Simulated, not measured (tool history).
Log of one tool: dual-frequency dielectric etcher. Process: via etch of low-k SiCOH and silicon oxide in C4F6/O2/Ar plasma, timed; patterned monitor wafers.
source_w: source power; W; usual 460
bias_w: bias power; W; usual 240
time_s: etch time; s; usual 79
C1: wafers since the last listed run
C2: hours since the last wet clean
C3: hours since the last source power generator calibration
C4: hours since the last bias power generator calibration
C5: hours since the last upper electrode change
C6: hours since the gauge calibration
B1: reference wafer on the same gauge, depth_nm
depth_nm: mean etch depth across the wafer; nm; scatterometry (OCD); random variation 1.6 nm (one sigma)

{"run": 1, "hour": 0.0, "source_w": 460, "bias_w": 271, "time_s": 79, "C1": 0, "C2": 19.5, "C3": 1808.3, "C4": 2578.8, "C5": 1422.9, "C6": 104.6, "B1": 249.1, "depth_nm": 249.1}
{"run": 2, "hour": 25.2, "source_w": 460, "bias_w": 271, "time_s": 79, "C1": 391, "C2": 44.7, "C3": 1833.5, "C4": 2604, "C5": 1448.1, "C6": 129.8, "B1": 249.3, "depth_nm": 251.4}
{"run": 3, "hour": 55.9, "source_w": 460, "bias_w": 215, "time_s": 79, "C1": 476, "C2": 75.4, "C3": 1864.2, "C4": 2634.7, "C5": 1478.8, "C6": 160.5, "B1": 248.6, "depth_nm": 239.2}
{"run": 4, "hour": 73.5, "source_w": 460, "bias_w": 215, "time_s": 79, "C1": 273, "C2": 93, "C3": 1881.8, "C4": 2652.3, "C5": 1496.4, "C6": 178.1, "B1": 249.5, "depth_nm": 235.9}
{"run": 5, "hour": 108.5, "source_w": 460, "bias_w": 215, "time_s": 79, "C1": 543, "C2": 128, "C3": 1916.8, "C4": 2687.3, "C5": 1531.4, "C6": 213.1, "B1": 249.2, "depth_nm": 239.6}
{"run": 6, "hour": 141.5, "source_w": 460, "bias_w": 240, "time_s": 79, "C1": 512, "C2": 161, "C3": 1949.8, "C4": 2720.3, "C5": 1564.4, "C6": 246.1, "B1": 249, "depth_nm": 244.9}
{"run": 7, "hour": 162.6, "source_w": 460, "bias_w": 240, "time_s": 79, "C1": 327, "C2": 182.1, "C3": 1970.9, "C4": 2741.4, "C5": 1585.5, "C6": 267.2, "B1": 248.8, "depth_nm": 247.1}
{"run": 8, "hour": 189.4, "source_w": 460, "bias_w": 240, "time_s": 79, "C1": 416, "C2": 208.9, "C3": 1997.7, "C4": 2768.2, "C5": 1612.3, "C6": 294, "B1": 249.4, "depth_nm": 242.2}
{"run": 9, "hour": 211.8, "source_w": 460, "bias_w": 269, "time_s": 72, "C1": 348, "C2": 231.3, "C3": 2020.1, "C4": 2790.6, "C5": 1634.7, "C6": 316.4, "B1": 248.6, "depth_nm": 229.9}
{"run": 10, "hour": 225.0, "source_w": 460, "bias_w": 269, "time_s": 72, "C1": 205, "C2": 244.5, "C3": 2033.3, "C4": 2803.8, "C5": 1647.9, "C6": 329.6, "B1": 248.8, "depth_nm": 231.4}
{"run": 11, "hour": 257.5, "source_w": 460, "bias_w": 240, "time_s": 79, "C1": 504, "C2": 277, "C3": 2065.8, "C4": 2836.3, "C5": 1680.4, "C6": 362.1, "B1": 248.9, "depth_nm": 244.4}
{"run": 12, "hour": 273.7, "source_w": 460, "bias_w": 240, "time_s": 79, "C1": 251, "C2": 293.2, "C3": 2082, "C4": 2852.5, "C5": 1696.6, "C6": 378.3, "B1": 249.5, "depth_nm": 246.8}
{"run": 13, "hour": 294.0, "source_w": 460, "bias_w": 240, "time_s": 79, "C1": 315, "C2": 313.5, "C3": 2102.3, "C4": 2872.8, "C5": 1716.9, "C6": 398.6, "B1": 249.1, "depth_nm": 243.2}
{"run": 14, "hour": 314.3, "source_w": 340, "bias_w": 240, "time_s": 71, "C1": 315, "C2": 333.8, "C3": 2122.6, "C4": 2893.1, "C5": 1737.2, "C6": 418.9, "B1": 249.4, "depth_nm": 190.9}
{"hour": 342.1, "done": "bias power generator calibrated"}
{"run": 15, "hour": 343.4, "source_w": 460, "bias_w": 240, "time_s": 79, "C1": 389, "C2": 362.9, "C3": 2151.7, "C4": 1.3, "C5": 1766.3, "C6": 448, "B1": 248.7, "depth_nm": 245}
{"run": 16, "hour": 376.0, "source_w": 500, "bias_w": 298, "time_s": 59.5, "C1": 506, "C2": 395.5, "C3": 2184.3, "C4": 33.9, "C5": 1798.9, "C6": 480.6, "B1": 249, "depth_nm": 203.3}
{"hour": 455.6, "done": "wet clean of the chamber"}
{"hour": 465.8, "done": "upper electrode replaced"}
{"run": 17, "hour": 471.2, "source_w": 530, "bias_w": 240, "time_s": 71, "C1": 947, "C2": 15.6, "C3": 2279.5, "C4": 129.1, "C5": 5.4, "C6": 575.8, "B1": 248.8, "depth_nm": 235.8}
{"run": 18, "hour": 496.4, "source_w": 530, "bias_w": 283, "time_s": 59, "C1": 391, "C2": 40.8, "C3": 2304.7, "C4": 154.3, "C5": 30.6, "C6": 601, "B1": 248.9, "depth_nm": 203.3}
{"hour": 535.1, "done": "source power generator calibrated"}
{"run": 19, "hour": 542.1, "source_w": 430, "bias_w": 209, "time_s": 67.5, "C1": 647, "C2": 86.5, "C3": 7, "C4": 200, "C5": 76.3, "C6": 646.7, "B1": 248.7, "depth_nm": 193.5}
{"run": 20, "hour": 624.4, "source_w": 460, "bias_w": 181, "time_s": 88.5, "C1": 1278, "C2": 168.8, "C3": 89.3, "C4": 282.3, "C5": 158.6, "C6": 729, "B1": 249.2, "depth_nm": 253.8}
{"run": 21, "hour": 653.8, "source_w": 460, "bias_w": 279, "time_s": 57.5, "C1": 456, "C2": 198.2, "C3": 118.7, "C4": 311.7, "C5": 188, "C6": 758.4, "B1": 248.9, "depth_nm": 184.2}
{"hour": 656.2, "done": "gauge calibrated"}
{"run": 22, "hour": 672.6, "source_w": 460, "bias_w": 240, "time_s": 79, "C1": 292, "C2": 217, "C3": 137.5, "C4": 330.5, "C5": 206.8, "C6": 16.4, "B1": 248.9, "depth_nm": 244.4}
{"run": 23, "hour": 688.7, "source_w": 460, "bias_w": 240, "time_s": 79, "C1": 250, "C2": 233.1, "C3": 153.6, "C4": 346.6, "C5": 222.9, "C6": 32.5, "B1": 248.6, "depth_nm": 246.9}
{"run": 24, "hour": 705.3, "source_w": 460, "bias_w": 282, "time_s": 79, "C1": 257, "C2": 249.7, "C3": 170.2, "C4": 363.2, "C5": 239.5, "C6": 49.1, "B1": 248.9, "depth_nm": 255.2}
{"run": 25, "hour": 739.7, "source_w": 550, "bias_w": 240, "time_s": 97.5, "C1": 534, "C2": 284.1, "C3": 204.6, "C4": 397.6, "C5": 273.9, "C6": 83.5, "B1": 248.9, "depth_nm": 329.9}
{"hour": 834.9, "done": "wet clean of the chamber"}
{"run": 26, "hour": 835.4, "source_w": 520, "bias_w": 240, "time_s": 79, "C1": 1113, "C2": 0.5, "C3": 300.3, "C4": 493.3, "C5": 369.6, "C6": 179.2, "B1": 248.9, "depth_nm": 261}
{"run": 27, "hour": 837.3, "source_w": 460, "bias_w": 191, "time_s": 93, "C1": 29, "C2": 2.4, "C3": 302.2, "C4": 495.2, "C5": 371.5, "C6": 181.1, "B1": 248.7, "depth_nm": 272.7}
{"run": 28, "hour": 867.5, "source_w": 460, "bias_w": 240, "time_s": 65, "C1": 469, "C2": 32.6, "C3": 332.4, "C4": 525.4, "C5": 401.7, "C6": 211.3, "B1": 248.5, "depth_nm": 201.5}
{"run": 29, "hour": 886.4, "source_w": 560, "bias_w": 240, "time_s": 67.5, "C1": 293, "C2": 51.5, "C3": 351.3, "C4": 544.3, "C5": 420.6, "C6": 230.2, "B1": 248.6, "depth_nm": 230.1}

Forecast run 30:
{"run": 30, "hour": 907.2, "source_w": 460, "bias_w": 240, "time_s": 79, "C1": 323, "C2": 72.3, "C3": 372.1, "C4": 565.1, "C5": 441.4, "C6": 251, "B1": "?", "depth_nm": "?"}

Run 30 gave B1 248.8, depth_nm 244.7 nm.
Without the tool's hidden state the same run would have given depth_nm 244.7 nm.
